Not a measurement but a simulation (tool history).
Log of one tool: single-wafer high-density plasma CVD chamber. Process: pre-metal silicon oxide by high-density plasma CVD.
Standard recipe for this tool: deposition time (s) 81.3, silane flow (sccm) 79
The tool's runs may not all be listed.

run    hour  deposition time (s)  silane flow (sccm)  wafers since the last listed run  hours since the silane flow controller was replaced  hours since the gauge calibration  read-back reference wafer on the same gauge, thickness_nm  mean film thickness on the monitor wafer (Å)
  1     0.0                 81.3                  79                                 0                                               1147.5                              952.0                                                    659.834                                       6180.76
  2    20.1                 81.3                  79                               302                                               1167.6                              972.1                                                    660.368                                       6178.86
  3    49.1                 81.3                  79                               436                                               1196.6                             1001.1                                                    659.871                                       6191.86
  4    68.6                 81.3                  79                               293                                               1216.1                             1020.6                                                    659.736                                       6175.91
  5    91.3                 81.3                  79                               341                                               1238.8                             1043.3                                                    659.476                                       6177.52
  6   120.8                 81.3                  79                               443                                               1268.3                             1072.8                                                    659.672                                       6177.49
  7   148.6                 81.3                  79                               418                                               1296.1                             1100.6                                                    659.726                                       6176.33
  8   169.5                 81.3                  79                               314                                               1317.0                             1121.5                                                    660.190                                       6168.19
  9   200.7                 81.3                  79                               469                                               1348.2                             1152.7                                                    659.920                                       6159.33
 10   226.8                 81.3                  79                               392                                               1374.3                             1178.8                                                    660.240                                       6167.53
 11   262.0                 81.3                  79                               529                                               1409.5                             1214.0                                                    659.984                                       6137.36
 12   293.2                 81.3                  82                               469                                               1440.7                             1245.2                                                    659.821                                       6394.44
 13   315.4                 81.3                  79                               334                                               1462.9                             1267.4                                                    659.899                                       6175.14
 14   346.2                 81.3                  79                               463                                               1493.7                             1298.2                                                    660.118                                       6176.74
 15   369.0                 81.3                  79                               343                                               1516.5                             1321.0                                                    660.085                                       6172.27
 16   385.1                 88.0                  79                               242                                               1532.6                             1337.1                                                    660.139                                       6675.81
 17   461.0                 88.0                  79                              1142                                               1608.5                             1413.0                                                    660.050                                       6630.56
 18   479.7                 81.3                  79                               281                                               1627.2                             1431.7                                                    659.861                                       6131.98
 19   554.1                 81.3                  79                              1119                                               1701.6                             1506.1                                                    659.843                                       6110.64
 20   570.2                 81.3                  79                               242                                               1717.7                             1522.2                                                    659.445                                       6141.58
 21   586.6                 89.5                  79                               246                                               1734.1                             1538.6                                                    659.954                                       6748.13
      599.9  -- silane flow controller replaced
 22   617.8                 81.3                  79                               349                                                 17.9                             1569.8                                                    659.703                                       6235.64
 23   652.1                 81.3                  64                               516                                                 52.2                             1604.1                                                    660.529                                       5055.72
 24   723.6                 81.3                  67                              1075                                                123.7                             1675.6                                                    659.721                                       5277.08
 25   754.2                 81.3                  87                               460                                                154.3                             1706.2                                                    660.209                                       6890.39
 26   790.0                 81.3                  79                               538                                                190.1                             1742.0                                                    660.126                                       6234.91
      790.9  -- gauge calibrated
 27   844.9                 75.2                  65                               826                                                245.0                               54.0                                                    659.891                                       4731.01
 28   858.6                 91.6                  88                               206                                                258.7                               67.7                                                    660.171                                       7806.32
 29   871.2                 81.3                  79                               189                                                271.3                               80.3                                                    659.619                                       6214.50
 30   891.1                 89.4                  86                               299                                                291.2                              100.2                                                    659.852                                       7433.89
 31   910.1                 81.3                  79                               285                                                310.2                              119.2                                                    660.439                                       6218.89
 32   930.0                 81.3                  79                               299                                                330.1                              139.1                                                    659.943                                       6206.33
 33   951.4                 76.8                  72                               322                                                351.5                              160.5                                                    659.997                                       5353.85
 34   970.6                 81.3                  79                               288                                                370.7                              179.7                                                    660.131                                       6195.03
 35  1052.6                 92.9                  67                              1233                                                452.7                              261.7                                                    659.986                                       6027.52
 36  1077.4                 75.4                  74                               373                                                477.5                              286.5                                                    660.467                                       5411.43
 37  1101.3                 68.6                  83                               359                                                501.4                              310.4                                                    659.545                                       5469.45
 38  1135.9                 73.3                  86                               520                                                536.0                              345.0                                                    659.844                                       6113.81
 39  1158.4                 97.1                  85                               338                                                558.5                              367.5                                                    659.953                                       7991.73
 40  1192.3                 92.5                  92                               510                                                592.4                              401.4                                                    659.641                                       8235.03
 41  1225.5                 81.3                  79                               499                                                625.6                              434.6                                                    660.078                                       6222.83
 42  1259.4                 86.3                  95                               510                                                659.5                              468.5                                                    659.873                                       7955.73
 43  1289.6                 81.3                  79                               454                                                689.7                              498.7                                                    659.828                                       6214.29
 44  1315.4                 81.3                  79                               388                                                715.5                              524.5                                                    660.204                                       6199.19
 45  1388.1                 66.0                  72                              1094                                                788.2                              597.2                                                    659.950                                       4594.39

Forecast each of these 5 alternatives for the next run:
  A  1388.5                 93.7                  79                                 6                                                788.6                              597.6                                                          ?                                             ?
  B  1388.5                 97.1                  79                                 6                                                788.6                              597.6                                                          ?                                             ?
  C  1388.5                 71.1                  74                                 6                                                788.6                              597.6                                                          ?                                             ?
  D  1388.5                 74.9                  79                                 6                                                788.6                              597.6                                                          ?                                             ?
  E  1388.5                 75.3                  88                                 6                                                788.6                              597.6                                                          ?                                             ?

run  read-back reference wafer on the same gauge, thickness_nm  mean film thickness on the monitor wafer (Å)
  A                                                    660.197                                       7135.70
  B                                                    660.197                                       7394.62
  C                                                    660.197                                       5071.90
  D                                                    660.197                                       5703.99
  E                                                    660.197                                       6387.74
Without the tool's hidden state the same runs would have given:
run  mean film thickness on the monitor wafer (Å)
  A                                       7156.96
  B                                       7416.66
  C                                       5087.02
  D                                       5720.99
  E                                       6406.78
